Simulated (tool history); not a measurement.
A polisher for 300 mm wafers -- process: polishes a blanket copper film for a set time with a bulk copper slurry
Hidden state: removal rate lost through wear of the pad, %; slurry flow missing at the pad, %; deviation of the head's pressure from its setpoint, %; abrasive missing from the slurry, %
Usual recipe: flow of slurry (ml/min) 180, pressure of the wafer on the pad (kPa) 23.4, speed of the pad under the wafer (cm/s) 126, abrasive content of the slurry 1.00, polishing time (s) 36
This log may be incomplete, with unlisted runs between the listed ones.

run,hour,flow of slurry (ml/min),pressure of the wafer on the pad (kPa),speed of the pad under the wafer (cm/s),abrasive content of the slurry,polishing time (s),wafers since the last listed run,wafers polished on this pad,hours since the slurry nozzle was cleaned,hours since the head pressure was calibrated,hours since the slurry blender was calibrated,"incoming thickness of the incoming film, nm",film removed (angstrom)
1,0.0,180,23.4,126,1.00,36,0,152,199.9,836.5,95.4,2070.7,5053
2,6.7,180,23.4,126,1.00,36,64,217,206.6,843.2,102.1,2056.7,5072
3,18.1,180,23.4,126,1.00,36,109,326,218.0,854.6,113.5,2059.9,4949
4,31.2,180,23.4,126,1.00,36,125,452,231.1,867.7,126.6,2053.8,4923
5,43.3,180,23.4,126,1.00,36,116,568,243.2,879.8,138.7,2080.1,4971
# hour 60.0: slurry blender recalibrated
6,60.5,180,23.4,126,1.00,36,146,714,260.4,897.0,0.5,2069.6,4838
7,70.6,180,23.4,126,1.00,41,97,811,270.5,907.1,10.6,2065.8,5571
8,79.5,180,23.4,126,1.00,36,85,897,279.4,916.0,19.5,2098.1,4836
9,90.8,180,23.4,126,0.90,36,108,1006,290.7,927.3,30.8,2060.1,4803
10,104.8,180,23.4,126,1.00,36,134,1140,304.7,941.3,44.8,2046.7,4773
# hour 110.9: worn pad replaced by a new one
11,120.1,230,26.9,110,1.00,27,108,88,320.0,956.6,60.1,2052.1,3802
# hour 122.1: head pressure recalibrated
12,128.3,200,23.4,126,1.00,36,59,148,328.2,6.2,68.3,2076.5,5075
13,140.8,180,23.4,148,0.80,36,120,268,340.7,18.7,80.8,2093.5,5586
14,170.6,125,23.4,92,1.00,28,286,554,370.5,48.5,110.6,2089.1,2666
15,181.0,180,23.4,126,1.00,36,99,654,380.9,58.9,121.0,2088.9,4864
16,187.2,115,23.4,126,1.00,40,59,714,387.1,65.1,127.2,2076.0,5120
17,198.4,180,23.4,126,1.00,36,107,822,398.3,76.3,138.4,2070.2,4846
# hour 210.2: slurry blender recalibrated
# hour 210.4: slurry nozzle cleaned
18,210.9,180,23.4,92,1.00,36,98,920,0.5,88.8,0.7,2056.8,3520
19,219.2,180,23.4,126,1.00,36,79,1000,8.8,97.1,9.0,2105.3,4795
# hour 247.5: worn pad replaced by a new one
20,264.8,205,23.4,88,1.00,27,399,166,54.4,142.7,54.6,2036.1,2671
21,279.7,180,27.6,82,1.25,36,143,309,69.3,157.6,69.5,2033.5,3865
22,288.8,180,23.4,86,1.00,36,87,397,78.4,166.7,78.6,2066.5,3371
23,303.2,180,23.4,126,1.00,36,138,535,92.8,181.1,93.0,2074.6,4868
24,316.5,180,23.4,126,1.15,46,127,663,106.1,194.4,106.3,2070.3,6482
25,329.2,115,23.4,126,1.00,40,122,785,118.8,207.1,119.0,2082.0,5133
26,336.3,180,23.4,126,1.00,48,68,853,125.9,214.2,126.1,2072.6,6440
27,352.6,180,23.4,126,1.00,44,156,1010,142.2,230.5,142.4,2050.7,5956
# hour 360.2: slurry blender recalibrated
28,361.9,180,23.4,112,1.00,27,70,1080,151.5,239.8,1.7,2043.3,3247
# hour 374.6: worn pad replaced by a new one
29,375.0,180,23.4,126,1.10,36,87,3,164.6,252.9,14.8,2064.5,5181
30,385.0,160,25.5,126,1.15,30,96,99,174.6,262.9,24.8,2095.2,4551

Predict each of these 4 candidate next runs independently; none follows another, all start after run 30:
A,385.4,180,23.4,126,1.00,36,3,103,175.0,263.3,25.2,2104.9,?
B,385.4,180,23.4,126,1.00,26,3,103,175.0,263.3,25.2,2104.9,?
C,385.4,155,23.4,126,1.00,36,3,103,175.0,263.3,25.2,2104.9,?
D,385.4,160,20.0,126,1.00,36,3,103,175.0,263.3,25.2,2104.9,?

run,film removed (angstrom)
A,5085
B,3672
C,4995
D,4465
Without the tool's hidden state the same runs would have given:
run,film removed (angstrom)
A,5156
B,3724
C,5065
D,4527

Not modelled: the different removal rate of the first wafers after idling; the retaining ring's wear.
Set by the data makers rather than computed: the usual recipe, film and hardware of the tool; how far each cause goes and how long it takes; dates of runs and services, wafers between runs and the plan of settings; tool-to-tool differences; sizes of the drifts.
